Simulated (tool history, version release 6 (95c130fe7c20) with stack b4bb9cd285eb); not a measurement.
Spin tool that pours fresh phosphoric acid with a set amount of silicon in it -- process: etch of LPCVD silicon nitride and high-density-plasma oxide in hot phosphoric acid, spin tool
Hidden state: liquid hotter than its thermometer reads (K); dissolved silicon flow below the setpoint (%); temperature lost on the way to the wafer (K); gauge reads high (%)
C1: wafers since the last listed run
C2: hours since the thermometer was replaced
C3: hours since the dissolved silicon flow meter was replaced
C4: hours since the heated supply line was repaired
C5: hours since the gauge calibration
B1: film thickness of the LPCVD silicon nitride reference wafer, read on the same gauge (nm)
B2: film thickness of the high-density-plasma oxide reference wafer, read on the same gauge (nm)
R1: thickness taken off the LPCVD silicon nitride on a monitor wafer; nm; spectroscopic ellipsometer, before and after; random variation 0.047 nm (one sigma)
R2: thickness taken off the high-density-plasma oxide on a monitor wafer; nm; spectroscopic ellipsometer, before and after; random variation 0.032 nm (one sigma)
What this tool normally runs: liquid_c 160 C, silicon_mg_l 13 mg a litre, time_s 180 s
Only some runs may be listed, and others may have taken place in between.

run 1 hour=0 | liquid_c=160 silicon_mg_l=13 time_s=180 | C1=0 C2=2893.9 C3=33.8 C4=705.5 C5=36.2 | B1=130.01 B2=80.038 | R1=17.87 R2=0.887
run 2 hour=9.5 | liquid_c=160 silicon_mg_l=13 time_s=180 | C1=82 C2=2903.4 C3=43.3 C4=715 C5=45.7 | B1=130 B2=79.996 | R1=17.69 R2=0.874
run 3 hour=18.3 | liquid_c=157.5 silicon_mg_l=13 time_s=135 | C1=76 C2=2912.2 C3=52.1 C4=723.8 C5=54.5 | B1=130 B2=79.951 | R1=12.28 R2=0.545
run 4 hour=25.1 | liquid_c=159 silicon_mg_l=17 time_s=180 | C1=59 C2=2919 C3=58.9 C4=730.6 C5=61.3 | B1=130.02 B2=80.042 | R1=17.19 R2=0.808
-- hour=27.1 heated supply line repaired
run 5 hour=42.4 | liquid_c=158 silicon_mg_l=22 time_s=180 | C1=141 C2=2936.3 C3=76.2 C4=15.3 C5=78.6 | B1=129.98 B2=79.973 | R1=17.35 R2=0.659
-- hour=69.2 thermometer replaced
run 6 hour=91.6 | liquid_c=161.5 silicon_mg_l=7 time_s=125 | C1=419 C2=22.4 C3=125.4 C4=64.5 C5=127.8 | B1=130 B2=80.037 | R1=12.36 R2=0.672
run 7 hour=98.7 | liquid_c=160 silicon_mg_l=13 time_s=180 | C1=61 C2=29.5 C3=132.5 C4=71.6 C5=134.9 | B1=130.03 B2=80.017 | R1=16.9 R2=0.873
run 8 hour=115.3 | liquid_c=162.5 silicon_mg_l=10 time_s=260 | C1=144 C2=46.1 C3=149.1 C4=88.2 C5=151.5 | B1=129.98 B2=79.985 | R1=26.42 R2=1.573
run 9 hour=133.2 | liquid_c=160 silicon_mg_l=6 time_s=180 | C1=155 C2=64 C3=167 C4=106.1 C5=169.4 | B1=130.04 B2=79.983 | R1=16.78 R2=0.956
run 10 hour=145.6 | liquid_c=162 silicon_mg_l=21.5 time_s=90 | C1=107 C2=76.4 C3=179.4 C4=118.5 C5=181.8 | B1=130.01 B2=79.999 | R1=9 R2=0.361
run 11 hour=155.9 | liquid_c=160 silicon_mg_l=13 time_s=230 | C1=89 C2=86.7 C3=189.7 C4=128.8 C5=192.1 | B1=130.03 B2=80.033 | R1=21.54 R2=1.027
run 12 hour=170.8 | liquid_c=160 silicon_mg_l=13 time_s=180 | C1=129 C2=101.6 C3=204.6 C4=143.7 C5=207 | B1=130 B2=80.017 | R1=16.8 R2=0.824
run 13 hour=179.2 | liquid_c=160 silicon_mg_l=13 time_s=180 | C1=73 C2=110 C3=213 C4=152.1 C5=215.4 | B1=129.97 B2=80.002 | R1=16.78 R2=0.804
run 14 hour=194.6 | liquid_c=160 silicon_mg_l=13 time_s=180 | C1=133 C2=125.4 C3=228.4 C4=167.5 C5=230.8 | B1=130.01 B2=79.949 | R1=16.83 R2=0.765
run 15 hour=211.1 | liquid_c=162 silicon_mg_l=13 time_s=180 | C1=143 C2=141.9 C3=244.9 C4=184 C5=247.3 | B1=129.98 B2=80.056 | R1=17.96 R2=0.927
run 16 hour=225.8 | liquid_c=161 silicon_mg_l=13 time_s=215 | C1=127 C2=156.6 C3=259.6 C4=198.7 C5=262 | B1=129.98 B2=79.961 | R1=20.72 R2=0.981
run 17 hour=236.5 | liquid_c=160 silicon_mg_l=13 time_s=180 | C1=93 C2=167.3 C3=270.3 C4=209.4 C5=272.7 | B1=129.99 B2=80.048 | R1=16.71 R2=0.769
run 18 hour=243.4 | liquid_c=159 silicon_mg_l=10.5 time_s=115 | C1=60 C2=174.2 C3=277.2 C4=216.3 C5=279.6 | B1=129.96 B2=80.017 | R1=10.4 R2=0.51
run 19 hour=253.1 | liquid_c=158 silicon_mg_l=6.5 time_s=75 | C1=84 C2=183.9 C3=286.9 C4=226 C5=289.3 | B1=130 B2=80.005 | R1=6.52 R2=0.319
run 20 hour=286.8 | liquid_c=162.5 silicon_mg_l=6.5 time_s=180 | C1=293 C2=217.6 C3=320.6 C4=259.7 C5=323 | B1=129.99 B2=80.008 | R1=18.22 R2=1.045

Forecast each of these 5 alternatives for the next run:
run A hour=287.3 | liquid_c=160 silicon_mg_l=20 time_s=180 | C1=4 C2=218.1 C3=321.1 C4=260.2 C5=323.5 | B1=? B2=? | R1=? R2=?
run B hour=287.3 | liquid_c=161.5 silicon_mg_l=13 time_s=130 | C1=4 C2=218.1 C3=321.1 C4=260.2 C5=323.5 | B1=? B2=? | R1=? R2=?
run C hour=287.3 | liquid_c=158 silicon_mg_l=13 time_s=180 | C1=4 C2=218.1 C3=321.1 C4=260.2 C5=323.5 | B1=? B2=? | R1=? R2=?
run D hour=287.3 | liquid_c=162.5 silicon_mg_l=19 time_s=255 | C1=4 C2=218.1 C3=321.1 C4=260.2 C5=323.5 | B1=? B2=? | R1=? R2=?
run E hour=287.3 | liquid_c=162 silicon_mg_l=13 time_s=210 | C1=4 C2=218.1 C3=321.1 C4=260.2 C5=323.5 | B1=? B2=? | R1=? R2=?

run=A B1=129.98 B2=80.013 R1=16.72 R2=0.633
run=B B1=129.98 B2=80.013 R1=12.69 R2=0.613
run=C B1=129.98 B2=80.013 R1=15.62 R2=0.654
run=D B1=129.98 B2=80.013 R1=25.75 R2=1.109
run=E B1=129.98 B2=80.013 R1=20.85 R2=1.027
Take away the tool's hidden state, keep each run's random variation, and the runs would have read:
run=A R1=16.9 R2=0.648
run=B R1=12.84 R2=0.628
run=C R1=15.8 R2=0.67
run=D R1=26.03 R2=1.136
run=E R1=21.08 R2=1.052

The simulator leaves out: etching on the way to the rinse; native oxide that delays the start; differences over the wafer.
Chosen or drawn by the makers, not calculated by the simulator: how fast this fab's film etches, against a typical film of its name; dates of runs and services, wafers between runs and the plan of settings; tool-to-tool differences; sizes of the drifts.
